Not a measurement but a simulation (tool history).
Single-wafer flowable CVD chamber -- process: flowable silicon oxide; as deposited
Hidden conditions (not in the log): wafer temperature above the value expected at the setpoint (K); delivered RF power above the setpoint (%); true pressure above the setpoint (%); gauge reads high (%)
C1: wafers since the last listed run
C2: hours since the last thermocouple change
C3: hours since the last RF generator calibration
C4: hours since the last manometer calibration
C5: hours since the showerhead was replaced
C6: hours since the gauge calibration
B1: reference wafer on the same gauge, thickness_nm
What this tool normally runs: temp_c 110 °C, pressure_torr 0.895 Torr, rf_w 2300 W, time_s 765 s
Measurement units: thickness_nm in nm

run 1 hour=0 | temp_c=110 pressure_torr=0.895 rf_w=2300 time_s=765 | C1=0 C2=936.1 C3=1883.7 C4=1738.4 C5=1418.8 C6=1616.9 | B1=348.979 | thickness_nm=351.556
-- hour=15.9 capacitance manometer re-zeroed and calibrated
run 2 hour=34.4 | temp_c=110 pressure_torr=0.895 rf_w=2300 time_s=765 | C1=69 C2=970.5 C3=1918.1 C4=18.5 C5=1453.2 C6=1651.3 | B1=348.854 | thickness_nm=347.086
run 3 hour=82.1 | temp_c=110 pressure_torr=0.895 rf_w=1960 time_s=765 | C1=126 C2=1018.2 C3=1965.8 C4=66.2 C5=1500.9 C6=1699 | B1=348.917 | thickness_nm=329.915
run 4 hour=110.6 | temp_c=110 pressure_torr=0.895 rf_w=1960 time_s=765 | C1=75 C2=1046.7 C3=1994.3 C4=94.7 C5=1529.4 C6=1727.5 | B1=348.777 | thickness_nm=330.844
run 5 hour=161.3 | temp_c=110 pressure_torr=0.895 rf_w=1960 time_s=765 | C1=134 C2=1097.4 C3=2045 C4=145.4 C5=1580.1 C6=1778.2 | B1=349.207 | thickness_nm=330.61
run 6 hour=226.4 | temp_c=110 pressure_torr=0.895 rf_w=2300 time_s=765 | C1=172 C2=1162.5 C3=2110.1 C4=210.5 C5=1645.2 C6=1843.3 | B1=348.919 | thickness_nm=346.09
run 7 hour=361.3 | temp_c=116 pressure_torr=0.895 rf_w=2425 time_s=765 | C1=356 C2=1297.4 C3=2245 C4=345.4 C5=1780.1 C6=1978.2 | B1=349.083 | thickness_nm=283.111
run 8 hour=403.3 | temp_c=110 pressure_torr=0.895 rf_w=2300 time_s=765 | C1=111 C2=1339.4 C3=2287 C4=387.4 C5=1822.1 C6=2020.2 | B1=349.054 | thickness_nm=346.446
run 9 hour=466 | temp_c=110 pressure_torr=0.743 rf_w=2045 time_s=765 | C1=165 C2=1402.1 C3=2349.7 C4=450.1 C5=1884.8 C6=2082.9 | B1=349.189 | thickness_nm=277.298
run 10 hour=503.2 | temp_c=110 pressure_torr=0.895 rf_w=2300 time_s=765 | C1=98 C2=1439.3 C3=2386.9 C4=487.3 C5=1922 C6=2120.1 | B1=348.879 | thickness_nm=347.77
-- hour=577.3 RF generator calibrated
run 11 hour=577.8 | temp_c=110 pressure_torr=0.895 rf_w=2120 time_s=619 | C1=176 C2=1513.9 C3=0.5 C4=561.9 C5=1996.6 C6=2194.7 | B1=348.858 | thickness_nm=281.276
run 12 hour=621.2 | temp_c=97 pressure_torr=1.065 rf_w=2575 time_s=901 | C1=114 C2=1557.3 C3=43.9 C4=605.3 C5=2040 C6=2238.1 | B1=348.976 | thickness_nm=827.434
run 13 hour=662.6 | temp_c=96 pressure_torr=0.766 rf_w=2570 time_s=627 | C1=109 C2=1598.7 C3=85.3 C4=646.7 C5=2081.4 C6=2279.5 | B1=348.938 | thickness_nm=432.437
-- hour=710.5 thermocouple changed; heater temperature recalibrated
run 14 hour=711 | temp_c=116 pressure_torr=0.895 rf_w=2425 time_s=765 | C1=106 C2=0.5 C3=133.7 C4=695.1 C5=2129.8 C6=2327.9 | B1=349.18 | thickness_nm=290.483
-- hour=796.9 gauge calibrated
run 15 hour=903.8 | temp_c=110 pressure_torr=0.693 rf_w=2300 time_s=627 | C1=510 C2=193.3 C3=326.5 C4=887.9 C5=2322.6 C6=106.9 | B1=348.955 | thickness_nm=225.325
run 16 hour=945.2 | temp_c=118 pressure_torr=0.76 rf_w=2300 time_s=765 | C1=109 C2=234.7 C3=367.9 C4=929.3 C5=2364 C6=148.3 | B1=349.337 | thickness_nm=227.729
-- hour=999.8 showerhead replaced
run 17 hour=1000.3 | temp_c=98 pressure_torr=0.754 rf_w=2300 time_s=765 | C1=124 C2=289.8 C3=423 C4=984.4 C5=0.5 C6=203.4 | B1=348.919 | thickness_nm=471.808
run 18 hour=1061.4 | temp_c=120 pressure_torr=0.895 rf_w=2300 time_s=765 | C1=161 C2=350.9 C3=484.1 C4=1045.5 C5=61.6 C6=264.5 | B1=348.573 | thickness_nm=251.391
run 19 hour=1102 | temp_c=110 pressure_torr=0.895 rf_w=2450 time_s=765 | C1=107 C2=391.5 C3=524.7 C4=1086.1 C5=102.2 C6=305.1 | B1=348.697 | thickness_nm=359.95
run 20 hour=1160.9 | temp_c=118 pressure_torr=0.895 rf_w=2300 time_s=765 | C1=155 C2=450.4 C3=583.6 C4=1145 C5=161.1 C6=364 | B1=348.838 | thickness_nm=267.178
run 21 hour=1231.2 | temp_c=110 pressure_torr=0.895 rf_w=2300 time_s=912 | C1=185 C2=520.7 C3=653.9 C4=1215.3 C5=231.4 C6=434.3 | B1=348.646 | thickness_nm=424.473
run 22 hour=1283.2 | temp_c=110 pressure_torr=0.895 rf_w=2300 time_s=765 | C1=137 C2=572.7 C3=705.9 C4=1267.3 C5=283.4 C6=486.3 | B1=349.17 | thickness_nm=355.772
run 23 hour=1340.4 | temp_c=110 pressure_torr=0.895 rf_w=2300 time_s=765 | C1=151 C2=629.9 C3=763.1 C4=1324.5 C5=340.6 C6=543.5 | B1=349.39 | thickness_nm=355.358
run 24 hour=1370 | temp_c=110 pressure_torr=0.895 rf_w=1985 time_s=765 | C1=78 C2=659.5 C3=792.7 C4=1354.1 C5=370.2 C6=573.1 | B1=349.245 | thickness_nm=340.531
run 25 hour=1395.4 | temp_c=118 pressure_torr=0.895 rf_w=2300 time_s=765 | C1=67 C2=684.9 C3=818.1 C4=1379.5 C5=395.6 C6=598.5 | B1=349.13 | thickness_nm=269.081
run 26 hour=1422.4 | temp_c=110 pressure_torr=0.895 rf_w=2300 time_s=765 | C1=71 C2=711.9 C3=845.1 C4=1406.5 C5=422.6 C6=625.5 | B1=348.911 | thickness_nm=357.246

What does the tool deliver on the next run?
run 27 hour=1481.8 | temp_c=110 pressure_torr=0.833 rf_w=1900 time_s=873 | C1=157 C2=771.3 C3=904.5 C4=1465.9 C5=482 C6=684.9 | B1=? | thickness_nm=?

For run 27 the tool returned B1 349.28, thickness_nm 356.759 nm.
Were there no unlogged condition in the tool, this run, its random variation unchanged, would have produced thickness_nm 356.256 nm.
